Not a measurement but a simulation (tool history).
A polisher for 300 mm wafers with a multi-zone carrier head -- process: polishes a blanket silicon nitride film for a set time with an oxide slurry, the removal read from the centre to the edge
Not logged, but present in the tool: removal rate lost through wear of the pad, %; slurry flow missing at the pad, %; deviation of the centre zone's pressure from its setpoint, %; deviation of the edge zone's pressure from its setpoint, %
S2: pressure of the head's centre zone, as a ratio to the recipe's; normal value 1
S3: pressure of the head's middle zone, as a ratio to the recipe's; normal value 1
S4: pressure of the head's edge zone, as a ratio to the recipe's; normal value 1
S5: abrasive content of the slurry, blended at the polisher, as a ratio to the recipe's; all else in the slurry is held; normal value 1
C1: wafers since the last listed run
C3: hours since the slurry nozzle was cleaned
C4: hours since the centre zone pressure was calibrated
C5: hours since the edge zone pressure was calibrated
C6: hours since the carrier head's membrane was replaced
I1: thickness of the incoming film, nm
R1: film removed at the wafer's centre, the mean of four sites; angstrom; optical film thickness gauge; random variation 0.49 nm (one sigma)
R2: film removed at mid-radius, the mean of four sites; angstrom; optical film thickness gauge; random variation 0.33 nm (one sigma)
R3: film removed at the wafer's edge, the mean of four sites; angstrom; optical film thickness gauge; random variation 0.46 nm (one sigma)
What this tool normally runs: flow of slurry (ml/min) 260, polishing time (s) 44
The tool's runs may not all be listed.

{"run": 1, "hour": 0.0, "flow of slurry (ml/min)": 260, "S2": 1, "S3": 1, "S4": 1, "S5": 1, "polishing time (s)": 44, "C1": 0, "wafers polished on this pad": 2968, "C3": 703.4, "C4": 47.9, "C5": 750.2, "C6": 453.1, "I1": 330.6, "R1": 346, "R2": 331, "R3": 328}
{"run": 2, "hour": 63.4, "flow of slurry (ml/min)": 260, "S2": 1.06, "S3": 1, "S4": 1, "S5": 1, "polishing time (s)": 44, "C1": 823, "wafers polished on this pad": 3791, "C3": 766.8, "C4": 111.3, "C5": 813.6, "C6": 516.5, "I1": 334.1, "R1": 349, "R2": 335, "R3": 325}
{"run": 3, "hour": 107.3, "flow of slurry (ml/min)": 260, "S2": 1.06, "S3": 1, "S4": 1, "S5": 1, "polishing time (s)": 44, "C1": 569, "wafers polished on this pad": 4361, "C3": 810.7, "C4": 155.2, "C5": 857.5, "C6": 560.4, "I1": 334.8, "R1": 345, "R2": 330, "R3": 330}
{"hour": 135.4, "done": "slurry nozzle cleaned"}
{"run": 4, "hour": 155.3, "flow of slurry (ml/min)": 260, "S2": 0.88, "S3": 0.93, "S4": 1, "S5": 1, "polishing time (s)": 38, "C1": 610, "wafers polished on this pad": 4971, "C3": 19.9, "C4": 203.2, "C5": 905.5, "C6": 608.4, "I1": 327.6, "R1": 257, "R2": 270, "R3": 281}
{"hour": 159.8, "done": "edge zone pressure recalibrated"}
{"run": 5, "hour": 238.6, "flow of slurry (ml/min)": 260, "S2": 1.06, "S3": 1, "S4": 1, "S5": 1, "polishing time (s)": 44, "C1": 1055, "wafers polished on this pad": 6026, "C3": 103.2, "C4": 286.5, "C5": 78.8, "C6": 691.7, "I1": 334.3, "R1": 354, "R2": 324, "R3": 322}
{"run": 6, "hour": 283.7, "flow of slurry (ml/min)": 260, "S2": 1, "S3": 1, "S4": 1, "S5": 1, "polishing time (s)": 44, "C1": 585, "wafers polished on this pad": 6612, "C3": 148.3, "C4": 331.6, "C5": 123.9, "C6": 736.8, "I1": 333.7, "R1": 322, "R2": 322, "R3": 322}
{"run": 7, "hour": 384.8, "flow of slurry (ml/min)": 260, "S2": 1, "S3": 1, "S4": 1, "S5": 0.75, "polishing time (s)": 30, "C1": 1312, "wafers polished on this pad": 7924, "C3": 249.4, "C4": 432.7, "C5": 225, "C6": 837.9, "I1": 330, "R1": 190, "R2": 183, "R3": 176}
{"hour": 401.9, "done": "worn pad replaced by a new one"}
{"run": 8, "hour": 479.9, "flow of slurry (ml/min)": 260, "S2": 0.89, "S3": 1, "S4": 1.03, "S5": 1, "polishing time (s)": 44, "C1": 1182, "wafers polished on this pad": 1012, "C3": 344.5, "C4": 527.8, "C5": 320.1, "C6": 933, "I1": 333.9, "R1": 324, "R2": 345, "R3": 343}
{"hour": 582.8, "done": "centre zone pressure recalibrated"}
{"run": 9, "hour": 605.9, "flow of slurry (ml/min)": 260, "S2": 0.96, "S3": 0.92, "S4": 1.12, "S5": 1, "polishing time (s)": 32, "C1": 1609, "wafers polished on this pad": 2622, "C3": 470.5, "C4": 23.1, "C5": 446.1, "C6": 1059, "I1": 331.5, "R1": 243, "R2": 227, "R3": 261}
{"run": 10, "hour": 708.9, "flow of slurry (ml/min)": 260, "S2": 1, "S3": 1, "S4": 1.05, "S5": 1, "polishing time (s)": 37, "C1": 1337, "wafers polished on this pad": 3959, "C3": 573.5, "C4": 126.1, "C5": 549.1, "C6": 1162, "I1": 328.5, "R1": 285, "R2": 276, "R3": 274}
{"run": 11, "hour": 802.0, "flow of slurry (ml/min)": 260, "S2": 1, "S3": 0.94, "S4": 0.91, "S5": 1, "polishing time (s)": 51, "C1": 1208, "wafers polished on this pad": 5168, "C3": 666.6, "C4": 219.2, "C5": 642.2, "C6": 1255.1, "I1": 333.2, "R1": 395, "R2": 357, "R3": 361}
{"run": 12, "hour": 848.7, "flow of slurry (ml/min)": 215, "S2": 0.91, "S3": 1, "S4": 1, "S5": 1, "polishing time (s)": 44, "C1": 606, "wafers polished on this pad": 5774, "C3": 713.3, "C4": 265.9, "C5": 688.9, "C6": 1301.8, "I1": 331.2, "R1": 299, "R2": 320, "R3": 317}
{"hour": 912.1, "done": "slurry nozzle cleaned"}
{"run": 13, "hour": 925.5, "flow of slurry (ml/min)": 260, "S2": 0.92, "S3": 0.88, "S4": 1, "S5": 0.8, "polishing time (s)": 44, "C1": 983, "wafers polished on this pad": 6758, "C3": 13.4, "C4": 342.7, "C5": 765.7, "C6": 1378.6, "I1": 333.4, "R1": 270, "R2": 256, "R3": 278}
{"hour": 942.9, "done": "edge zone pressure recalibrated"}
{"run": 14, "hour": 1000.4, "flow of slurry (ml/min)": 260, "S2": 1, "S3": 1, "S4": 1, "S5": 1, "polishing time (s)": 44, "C1": 946, "wafers polished on this pad": 7704, "C3": 88.3, "C4": 417.6, "C5": 57.5, "C6": 1453.5, "I1": 331.2, "R1": 324, "R2": 328, "R3": 316}
{"hour": 1036.2, "done": "carrier head's membrane replaced by a new one"}
{"hour": 1053.5, "done": "worn pad replaced by a new one"}
{"run": 15, "hour": 1063.0, "flow of slurry (ml/min)": 260, "S2": 1, "S3": 1, "S4": 1, "S5": 1, "polishing time (s)": 44, "C1": 695, "wafers polished on this pad": 122, "C3": 150.9, "C4": 480.2, "C5": 120.1, "C6": 26.8, "I1": 324.7, "R1": 365, "R2": 352, "R3": 346}
{"run": 16, "hour": 1168.3, "flow of slurry (ml/min)": 260, "S2": 1, "S3": 1, "S4": 1, "S5": 1, "polishing time (s)": 44, "C1": 1366, "wafers polished on this pad": 1489, "C3": 256.2, "C4": 585.5, "C5": 225.4, "C6": 132.1, "I1": 324.8, "R1": 345, "R2": 337, "R3": 331}
{"hour": 1242.0, "done": "centre zone pressure recalibrated"}
{"run": 17, "hour": 1267.2, "flow of slurry (ml/min)": 260, "S2": 0.92, "S3": 0.88, "S4": 1, "S5": 0.8, "polishing time (s)": 44, "C1": 1257, "wafers polished on this pad": 2747, "C3": 355.1, "C4": 25.2, "C5": 324.3, "C6": 231, "I1": 325.7, "R1": 271, "R2": 261, "R3": 281}
{"run": 18, "hour": 1342.5, "flow of slurry (ml/min)": 260, "S2": 0.96, "S3": 1, "S4": 1, "S5": 1.2, "polishing time (s)": 44, "C1": 977, "wafers polished on this pad": 3725, "C3": 430.4, "C4": 100.5, "C5": 399.6, "C6": 306.3, "I1": 330.7, "R1": 358, "R2": 360, "R3": 355}
{"run": 19, "hour": 1446.3, "flow of slurry (ml/min)": 310, "S2": 1.06, "S3": 1.09, "S4": 1, "S5": 1, "polishing time (s)": 44, "C1": 1347, "wafers polished on this pad": 5072, "C3": 534.2, "C4": 204.3, "C5": 503.4, "C6": 410.1, "I1": 330.4, "R1": 359, "R2": 357, "R3": 322}
{"run": 20, "hour": 1484.1, "flow of slurry (ml/min)": 295, "S2": 1, "S3": 1, "S4": 1, "S5": 1, "polishing time (s)": 44, "C1": 490, "wafers polished on this pad": 5563, "C3": 572, "C4": 242.1, "C5": 541.2, "C6": 447.9, "I1": 336.2, "R1": 331, "R2": 326, "R3": 323}
{"run": 21, "hour": 1562.0, "flow of slurry (ml/min)": 260, "S2": 1, "S3": 1, "S4": 1, "S5": 1, "polishing time (s)": 44, "C1": 1011, "wafers polished on this pad": 6574, "C3": 649.9, "C4": 320, "C5": 619.1, "C6": 525.8, "I1": 323.7, "R1": 330, "R2": 324, "R3": 313}
{"run": 22, "hour": 1648.4, "flow of slurry (ml/min)": 260, "S2": 0.97, "S3": 1, "S4": 1, "S5": 1, "polishing time (s)": 44, "C1": 1121, "wafers polished on this pad": 7696, "C3": 736.3, "C4": 406.4, "C5": 705.5, "C6": 612.2, "I1": 337.2, "R1": 318, "R2": 323, "R3": 323}

Forecast each of these 3 alternatives for the next run:
{"run": "A", "hour": 1648.8, "flow of slurry (ml/min)": 260, "S2": 1, "S3": 1, "S4": 1, "S5": 1, "polishing time (s)": 44, "C1": 5, "wafers polished on this pad": 7701, "C3": 736.7, "C4": 406.8, "C5": 705.9, "C6": 612.6, "I1": 331.1, "R1": "?", "R2": "?", "R3": "?"}
{"run": "B", "hour": 1648.8, "flow of slurry (ml/min)": 260, "S2": 1, "S3": 0.93, "S4": 1.11, "S5": 1, "polishing time (s)": 44, "C1": 5, "wafers polished on this pad": 7701, "C3": 736.7, "C4": 406.8, "C5": 705.9, "C6": 612.6, "I1": 331.1, "R1": "?", "R2": "?", "R3": "?"}
{"run": "C", "hour": 1648.8, "flow of slurry (ml/min)": 260, "S2": 1, "S3": 0.89, "S4": 1, "S5": 0.8, "polishing time (s)": 44, "C1": 5, "wafers polished on this pad": 7701, "C3": 736.7, "C4": 406.8, "C5": 705.9, "C6": 612.6, "I1": 331.1, "R1": "?", "R2": "?", "R3": "?"}

run=A R1=329 R2=317 R3=319
run=B R1=329 R2=298 R3=336
run=C R1=287 R2=250 R3=278
Had the tool no hidden state, the same runs would have come out as:
run=A R1=368 R2=354 R3=356
run=B R1=368 R2=333 R3=376
run=C R1=320 R2=279 R3=311
